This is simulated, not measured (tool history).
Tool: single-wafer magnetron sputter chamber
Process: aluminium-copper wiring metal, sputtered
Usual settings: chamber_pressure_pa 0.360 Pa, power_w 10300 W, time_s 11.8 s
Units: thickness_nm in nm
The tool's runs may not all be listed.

run,hour,chamber_pressure_pa,power_w,time_s,"read-back reference wafer on the same gauge, thickness_nm",thickness_nm
1,0.0,0.395,10300,10.7,265.990,215.474
2,14.5,0.395,10300,10.7,266.187,214.852
3,32.4,0.395,10300,10.7,265.919,214.981
4,38.7,0.360,10300,10.5,266.025,214.393
5,84.4,0.360,10300,10.5,265.995,214.080
# hour 104.4: gauge calibrated
6,118.3,0.360,10300,10.5,265.874,213.795
# hour 142.6: capacitance manometer re-zeroed and calibrated
7,143.1,0.360,10300,12.8,266.122,253.148
8,149.7,0.360,10300,12.8,265.955,253.228
9,165.2,0.360,10300,12.8,266.090,252.759
10,177.1,0.360,9750,11.8,265.961,221.010
# hour 197.0: magnet pack replaced
11,197.5,0.360,10300,13.0,265.892,257.369
12,198.5,0.436,9500,9.6,265.901,168.365
# hour 210.1: sputter target and shields replaced
13,213.1,0.360,8550,11.8,265.962,196.970
14,237.3,0.360,10300,11.8,265.900,236.581
15,246.8,0.476,10300,12.8,266.083,241.620
16,259.7,0.360,10300,11.8,265.940,236.921
17,269.9,0.360,10300,11.8,265.988,237.536
18,309.0,0.448,11600,11.1,266.057,240.240
19,324.8,0.360,11850,13.9,266.149,321.163
20,342.2,0.360,10300,11.8,266.044,236.710

3 ways to go on from here, each from the tool as it stands after run 20. What would each give?
A,342.6,0.360,10300,11.8,?,?
B,342.6,0.451,10300,11.8,?,?
C,342.6,0.415,9550,13.0,?,?

run,"read-back reference wafer on the same gauge, thickness_nm",thickness_nm
A,265.968,236.601
B,265.968,226.088
C,265.968,235.111
Without the tool's hidden state the same runs would have given:
run,thickness_nm
A,235.700
B,224.624
C,233.834
